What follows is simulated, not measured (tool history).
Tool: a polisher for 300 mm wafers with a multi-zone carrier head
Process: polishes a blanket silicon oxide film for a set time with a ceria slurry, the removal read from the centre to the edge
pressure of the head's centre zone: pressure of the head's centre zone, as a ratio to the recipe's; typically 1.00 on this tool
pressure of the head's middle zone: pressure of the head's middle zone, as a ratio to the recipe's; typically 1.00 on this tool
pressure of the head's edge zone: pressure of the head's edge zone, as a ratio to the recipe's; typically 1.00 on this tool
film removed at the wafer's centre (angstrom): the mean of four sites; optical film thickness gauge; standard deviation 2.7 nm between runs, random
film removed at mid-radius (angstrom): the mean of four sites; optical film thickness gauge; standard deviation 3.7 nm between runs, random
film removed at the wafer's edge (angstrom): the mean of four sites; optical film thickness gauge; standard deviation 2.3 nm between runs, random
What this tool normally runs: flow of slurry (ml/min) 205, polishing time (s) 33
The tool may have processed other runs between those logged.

| run | hour | flow of slurry (ml/min) | pressure of the head's centre zone | pressure of the head's middle zone | pressure of the head's edge zone | polishing time (s) | wafers since the last listed run | wafers polished on this pad | hours since the slurry nozzle was cleaned | hours since the centre zone pressure was calibrated | hours since the edge zone pressure was calibrated | hours since the carrier head's membrane was replaced | incoming thickness of the incoming film, nm | film removed at the wafer's centre (angstrom) | film removed at mid-radius (angstrom) | film removed at the wafer's edge (angstrom) |
|---|---|---|---|---|---|---|---|---|---|---|---|---|---|---|---|---|
| 1 | 0.0 | 205 | 1.00 | 1.00 | 1.00 | 33 | 0 | 711 | 504.0 | 559.3 | 1449.2 | 1132.3 | 1539.9 | 2454 | 2430 | 2465 |
| 2 | 31.5 | 205 | 1.00 | 1.00 | 1.00 | 33 | 233 | 944 | 535.5 | 590.8 | 1480.7 | 1163.8 | 1529.8 | 2455 | 2419 | 2473 |
| 3 | 60.4 | 205 | 1.00 | 1.00 | 1.00 | 33 | 213 | 1158 | 564.4 | 619.7 | 1509.6 | 1192.7 | 1511.7 | 2445 | 2404 | 2451 |
|  | 77.2 | carrier head's membrane replaced by a new one |
| 4 | 80.0 | 205 | 1.00 | 1.00 | 1.00 | 41 | 108 | 1266 | 584.0 | 639.3 | 1529.2 | 2.8 | 1534.9 | 3022 | 3013 | 3088 |
|  | 85.7 | worn pad replaced by a new one |
|  | 100.1 | slurry nozzle cleaned |
|  | 104.3 | centre zone pressure recalibrated |
| 5 | 108.1 | 205 | 1.00 | 1.00 | 1.00 | 41 | 156 | 143 | 8.0 | 3.8 | 1557.3 | 30.9 | 1537.9 | 3406 | 3404 | 3300 |
| 6 | 134.8 | 260 | 1.05 | 1.00 | 0.91 | 33 | 197 | 341 | 34.7 | 30.5 | 1584.0 | 57.6 | 1543.0 | 2925 | 2755 | 2574 |
| 7 | 151.1 | 205 | 1.00 | 1.10 | 1.00 | 33 | 120 | 461 | 51.0 | 46.8 | 1600.3 | 73.9 | 1541.9 | 2700 | 2843 | 2622 |
|  | 160.7 | edge zone pressure recalibrated |
| 8 | 176.8 | 205 | 1.00 | 1.12 | 1.00 | 23 | 175 | 636 | 76.7 | 72.5 | 16.1 | 99.6 | 1516.4 | 1883 | 1980 | 1809 |
| 9 | 204.4 | 205 | 0.91 | 1.00 | 1.11 | 33 | 204 | 841 | 104.3 | 100.1 | 43.7 | 127.2 | 1532.6 | 2375 | 2655 | 2727 |
| 10 | 217.4 | 205 | 1.00 | 1.00 | 1.00 | 33 | 96 | 937 | 117.3 | 113.1 | 56.7 | 140.2 | 1537.9 | 2602 | 2588 | 2564 |
| 11 | 241.9 | 205 | 1.00 | 1.00 | 1.00 | 33 | 181 | 1118 | 141.8 | 137.6 | 81.2 | 164.7 | 1532.2 | 2675 | 2611 | 2546 |
| 12 | 256.5 | 205 | 0.96 | 1.00 | 1.00 | 33 | 108 | 1226 | 156.4 | 152.2 | 95.8 | 179.3 | 1533.0 | 2534 | 2520 | 2565 |
|  | 266.9 | worn pad replaced by a new one |
| 13 | 289.8 | 205 | 1.04 | 1.00 | 1.00 | 29 | 216 | 169 | 189.7 | 185.5 | 129.1 | 212.6 | 1534.3 | 2386 | 2296 | 2214 |
| 14 | 320.6 | 175 | 1.00 | 1.08 | 1.00 | 28 | 227 | 397 | 220.5 | 216.3 | 159.9 | 243.4 | 1544.0 | 2074 | 2200 | 2083 |
| 15 | 335.4 | 205 | 1.00 | 0.96 | 1.09 | 33 | 109 | 507 | 235.3 | 231.1 | 174.7 | 258.2 | 1551.7 | 2542 | 2442 | 2610 |
| 16 | 361.6 | 265 | 0.96 | 0.88 | 1.00 | 33 | 193 | 700 | 261.5 | 257.3 | 200.9 | 284.4 | 1530.6 | 2589 | 2481 | 2576 |
| 17 | 377.3 | 205 | 1.00 | 1.00 | 1.00 | 33 | 116 | 817 | 277.2 | 273.0 | 216.6 | 300.1 | 1505.9 | 2556 | 2522 | 2551 |
| 18 | 392.7 | 205 | 1.00 | 1.00 | 1.00 | 27 | 113 | 931 | 292.6 | 288.4 | 232.0 | 315.5 | 1536.1 | 2070 | 2054 | 2068 |
| 19 | 410.7 | 205 | 1.00 | 1.04 | 0.89 | 33 | 133 | 1064 | 310.6 | 306.4 | 250.0 | 333.5 | 1528.1 | 2509 | 2571 | 2380 |
| 20 | 424.3 | 205 | 0.92 | 1.00 | 1.00 | 33 | 100 | 1164 | 324.2 | 320.0 | 263.6 | 347.1 | 1529.4 | 2353 | 2502 | 2516 |
| 21 | 450.9 | 235 | 1.00 | 0.88 | 1.00 | 33 | 196 | 1361 | 350.8 | 346.6 | 290.2 | 373.7 | 1500.8 | 2558 | 2405 | 2502 |
|  | 467.3 | worn pad replaced by a new one |
| 22 | 470.0 | 205 | 1.00 | 1.00 | 1.00 | 33 | 111 | 19 | 369.9 | 365.7 | 309.3 | 392.8 | 1528.6 | 2523 | 2441 | 2533 |
| 23 | 491.6 | 205 | 1.00 | 1.00 | 1.00 | 33 | 159 | 179 | 391.5 | 387.3 | 330.9 | 414.4 | 1531.7 | 2469 | 2457 | 2434 |

Each row is a separate what-if for the run after 23, all from the same tool condition, not one after another. Results?
| A | 492.0 | 205 | 1.00 | 1.00 | 0.89 | 33 | 2 | 182 | 391.9 | 387.7 | 331.3 | 414.8 | 1537.9 | ? | ? | ? |
| B | 492.0 | 175 | 0.92 | 0.91 | 1.00 | 33 | 2 | 182 | 391.9 | 387.7 | 331.3 | 414.8 | 1537.9 | ? | ? | ? |
| C | 492.0 | 250 | 1.00 | 1.00 | 1.09 | 22 | 2 | 182 | 391.9 | 387.7 | 331.3 | 414.8 | 1537.9 | ? | ? | ? |

| run | film removed at the wafer's centre (angstrom) | film removed at mid-radius (angstrom) | film removed at the wafer's edge (angstrom) |
|---|---|---|---|
| A | 2449 | 2512 | 2345 |
| B | 2142 | 2299 | 2406 |
| C | 1716 | 1750 | 1777 |
Had the tool no hidden state, the same runs would have come out as:
| run | film removed at the wafer's centre (angstrom) | film removed at mid-radius (angstrom) | film removed at the wafer's edge (angstrom) |
|---|---|---|---|
| A | 2708 | 2746 | 2500 |
| B | 2415 | 2554 | 2591 |
| C | 1861 | 1881 | 1874 |
